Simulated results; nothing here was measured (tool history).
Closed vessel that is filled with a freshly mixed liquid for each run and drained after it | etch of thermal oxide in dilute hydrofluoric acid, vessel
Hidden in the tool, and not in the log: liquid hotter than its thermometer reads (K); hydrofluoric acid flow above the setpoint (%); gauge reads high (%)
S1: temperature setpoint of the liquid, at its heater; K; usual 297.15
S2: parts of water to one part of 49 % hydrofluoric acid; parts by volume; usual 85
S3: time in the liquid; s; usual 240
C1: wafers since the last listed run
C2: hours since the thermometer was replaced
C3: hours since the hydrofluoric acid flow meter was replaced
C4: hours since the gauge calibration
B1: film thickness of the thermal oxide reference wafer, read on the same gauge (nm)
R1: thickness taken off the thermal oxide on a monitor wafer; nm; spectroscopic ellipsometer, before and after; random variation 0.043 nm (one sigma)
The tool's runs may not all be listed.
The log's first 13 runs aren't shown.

At day 28.6: hydrofluoric acid flow meter replaced.
Run 14, day 30.154: usual settings but S2 105 parts by volume, S3 355 s; C1 6832; C2 945.5; C3 37.3; C4 1648.9; B1 110.02. Result: R1 14.2 nm.
Run 15, day 31.646: usual settings but S2 105 parts by volume, S3 355 s; C1 3602; C2 981.3; C3 73.1; C4 1684.7; B1 109.99. Result: R1 14.16 nm.
At day 33.312: gauge calibrated.
Run 16, day 34.242: usual settings but S2 105 parts by volume, S3 355 s; C1 6268; C2 1043.6; C3 135.4; C4 22.3; B1 110.03. Result: R1 14.16 nm.
Run 17, day 37.012: usual settings; C1 6691; C2 1110.1; C3 201.9; C4 88.8; B1 110. Result: R1 12.17 nm.
Run 18, day 39.388: usual settings but S2 65 parts by volume, S3 350 s; C1 5735; C2 1167.1; C3 258.9; C4 145.8; B1 110. Result: R1 23.83 nm.
Run 19, day 41.712: usual settings but S1 299.65 K; C1 5614; C2 1222.9; C3 314.7; C4 201.6; B1 110.01. Result: R1 13.45 nm.
Run 20, day 43.267: usual settings but S1 294.65 K; C1 3753; C2 1260.2; C3 352; C4 238.9; B1 110.02. Result: R1 11.09 nm.
Run 21, day 44.696: usual settings but S3 335 s; C1 3451; C2 1294.5; C3 386.3; C4 273.2; B1 110.01. Result: R1 17.08 nm.
Run 22, day 46.346: usual settings but S1 292.15 K, S2 105 parts by volume, S3 155 s; C1 3984; C2 1334.1; C3 425.9; C4 312.8; B1 109.99. Result: R1 5.08 nm.
Run 23, day 47.662: usual settings; C1 3179; C2 1365.7; C3 457.5; C4 344.4; B1 109.99. Result: R1 12.15 nm.
At day 47.925: thermometer replaced.
Run 24, day 49.733: usual settings; C1 4900; C2 43.4; C3 507.2; C4 394.1; B1 110. Result: R1 12.23 nm.
Run 25, day 51.65: usual settings; C1 4628; C2 89.4; C3 553.2; C4 440.1; B1 110. Result: R1 12.25 nm.
Run 26, day 53.45: usual settings; C1 4346; C2 132.6; C3 596.4; C4 483.3; B1 109.99. Result: R1 12.17 nm.
Run 27, day 62.308: usual settings; C1 21391; C2 345.2; C3 809; C4 695.9; B1 110.02. Result: R1 12.28 nm.
Run 28, day 64.588: usual settings but S1 295.15 K; C1 5503; C2 399.9; C3 863.7; C4 750.6; B1 110.01. Result: R1 11.36 nm.
Run 29, day 65.821: usual settings but S1 292.65 K, S2 45 parts by volume, S3 155 s; C1 2978; C2 429.5; C3 893.3; C4 780.2; B1 110. Result: R1 13.05 nm.
Run 30, day 67.458: usual settings but S2 100 parts by volume; C1 3954; C2 468.8; C3 932.6; C4 819.5; B1 109.99. Result: R1 10.24 nm.
Run 31, day 68.5: usual settings but S1 292.65 K, S2 95 parts by volume; C1 2515; C2 493.8; C3 957.6; C4 844.5; B1 110. Result: R1 9.02 nm.
Run 32, day 70.162: usual settings but S2 105 parts by volume; C1 4014; C2 533.7; C3 997.5; C4 884.4; B1 110.01. Result: R1 9.73 nm.
Run 33, day 71.225: usual settings but S1 294.15 K, S2 105 parts by volume, S3 150 s; C1 2565; C2 559.2; C3 1023; C4 909.9; B1 109.99. Result: R1 5.42 nm.

3 ways to go on from here, each from the tool as it stands after run 33. What would each give?
Run A, day 71.254: usual settings but S2 65 parts by volume; C1 70; C2 559.9; C3 1023.7; C4 910.6; B1 ?. Result: R1 ?.
Run B, day 71.254: usual settings but S1 301.65 K, S3 160 s; C1 70; C2 559.9; C3 1023.7; C4 910.6; B1 ?. Result: R1 ?.
Run C, day 71.254: usual settings but S1 302.15 K, S3 360 s; C1 70; C2 559.9; C3 1023.7; C4 910.6; B1 ?. Result: R1 ?.

run   B1     R1
  A  110  16.54
  B  110   9.81
  C  110  22.51
Without the tool's hidden state the same runs would have given:
run     R1
  A  16.24
  B   9.63
  C  22.09
